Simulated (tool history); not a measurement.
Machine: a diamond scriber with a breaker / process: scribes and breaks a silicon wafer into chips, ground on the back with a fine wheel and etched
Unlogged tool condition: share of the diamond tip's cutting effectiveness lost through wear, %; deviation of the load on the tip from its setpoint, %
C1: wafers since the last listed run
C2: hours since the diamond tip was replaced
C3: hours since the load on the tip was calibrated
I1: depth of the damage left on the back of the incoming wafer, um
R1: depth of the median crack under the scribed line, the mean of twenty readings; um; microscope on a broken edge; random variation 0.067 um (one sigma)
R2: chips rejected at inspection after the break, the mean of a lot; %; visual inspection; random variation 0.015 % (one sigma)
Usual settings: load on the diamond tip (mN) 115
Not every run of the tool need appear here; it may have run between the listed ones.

Run 1, day 0.000: usual settings; C1 0; C2 396.4; C3 821.7; I1 0.50. Result: R1 11.46 um, R2 0.47 %.
Run 2, day 0.608: usual settings; C1 73; C2 411.0; C3 836.3; I1 0.70. Result: R1 11.51 um, R2 0.47 %.
Run 3, day 1.288: usual settings but load on the diamond tip (mN) 104; C1 82; C2 427.3; C3 852.6; I1 0.70. Result: R1 10.68 um, R2 0.89 %.
Run 4, day 1.854: usual settings but load on the diamond tip (mN) 104; C1 68; C2 440.9; C3 866.2; I1 0.32. Result: R1 10.53 um, R2 0.85 %.
Run 5, day 2.238: usual settings but load on the diamond tip (mN) 104; C1 46; C2 450.1; C3 875.4; I1 0.54. Result: R1 10.63 um, R2 0.93 %.
Run 6, day 2.762: usual settings but load on the diamond tip (mN) 95; C1 63; C2 462.7; C3 888.0; I1 0.55. Result: R1 9.78 um, R2 2.19 %.
Run 7, day 3.208: usual settings; C1 54; C2 473.4; C3 898.7; I1 0.36. Result: R1 11.37 um, R2 0.45 %.
Run 8, day 3.683: usual settings but load on the diamond tip (mN) 93; C1 57; C2 484.8; C3 910.1; I1 0.65. Result: R1 9.59 um, R2 2.71 %.
Run 9, day 4.304: usual settings; C1 75; C2 499.7; C3 925.0; I1 0.47. Result: R1 11.41 um, R2 0.44 %.
Run 10, day 4.667: usual settings; C1 43; C2 508.4; C3 933.7; I1 0.58. Result: R1 11.37 um, R2 0.47 %.
Run 11, day 5.367: usual settings; C1 84; C2 525.2; C3 950.5; I1 0.54. Result: R1 11.36 um, R2 0.49 %.
Run 12, day 6.096: usual settings but load on the diamond tip (mN) 133; C1 88; C2 542.7; C3 968.0; I1 0.67. Result: R1 12.68 um, R2 1.22 %.
Run 13, day 6.408: usual settings but load on the diamond tip (mN) 130; C1 37; C2 550.2; C3 975.5; I1 0.46. Result: R1 12.24 um, R2 0.94 %.
At day 6.746: diamond tip replaced by a new one.
Run 14, day 7.038: usual settings but load on the diamond tip (mN) 97; C1 66; C2 7.0; C3 990.6; I1 0.37. Result: R1 11.04 um, R2 0.56 %.
Run 15, day 7.312: usual settings but load on the diamond tip (mN) 136; C1 33; C2 13.6; C3 997.2; I1 0.46. Result: R1 14.22 um, R2 4.61 %.
Run 16, day 7.696: usual settings but load on the diamond tip (mN) 149; C1 46; C2 22.8; C3 1006.4; I1 0.47. Result: R1 15.32 um, R2 7.10 %.
Run 17, day 8.346: usual settings but load on the diamond tip (mN) 146; C1 78; C2 38.4; C3 1022.0; I1 0.73. Result: R1 14.98 um, R2 7.15 %.
At day 8.650: load on the tip recalibrated.
Run 18, day 8.679: usual settings but load on the diamond tip (mN) 140; C1 30; C2 46.4; C3 0.7; I1 0.72. Result: R1 12.74 um, R2 1.41 %.
Run 19, day 9.425: usual settings; C1 90; C2 64.3; C3 18.6; I1 0.48. Result: R1 10.98 um, R2 0.59 %.
Run 20, day 9.800: usual settings but load on the diamond tip (mN) 86; C1 45; C2 73.3; C3 27.6; I1 0.57. Result: R1 8.74 um, R2 6.26 %.
Run 21, day 10.462: usual settings; C1 80; C2 89.2; C3 43.5; I1 0.78. Result: R1 10.84 um, R2 0.56 %.
Run 22, day 10.850: usual settings but load on the diamond tip (mN) 145; C1 46; C2 98.5; C3 52.8; I1 0.61. Result: R1 12.98 um, R2 1.93 %.

For some of the steps in R1 from one run to the next: how much would appear even if the tool had no hidden state, given the settings, what came in and random variation, and how much remains for the hidden state plus any gauge scatter that the measured result and the result without hidden state don't share?
Run 13 -> 14: load on the diamond tip (mN) 130 -> 97, diamond tip replaced by a new one. R1 -1.20 um: hidden state +1.21, all else -2.41.
Run 14 -> 15: load on the diamond tip (mN) 97 -> 136. R1 +3.18 um: hidden state +0.32, all else +2.86.
Run 17 -> 18: load on the diamond tip (mN) 146 -> 140, load on the tip recalibrated. R1 -2.24 um: hidden state -1.98, all else -0.26.
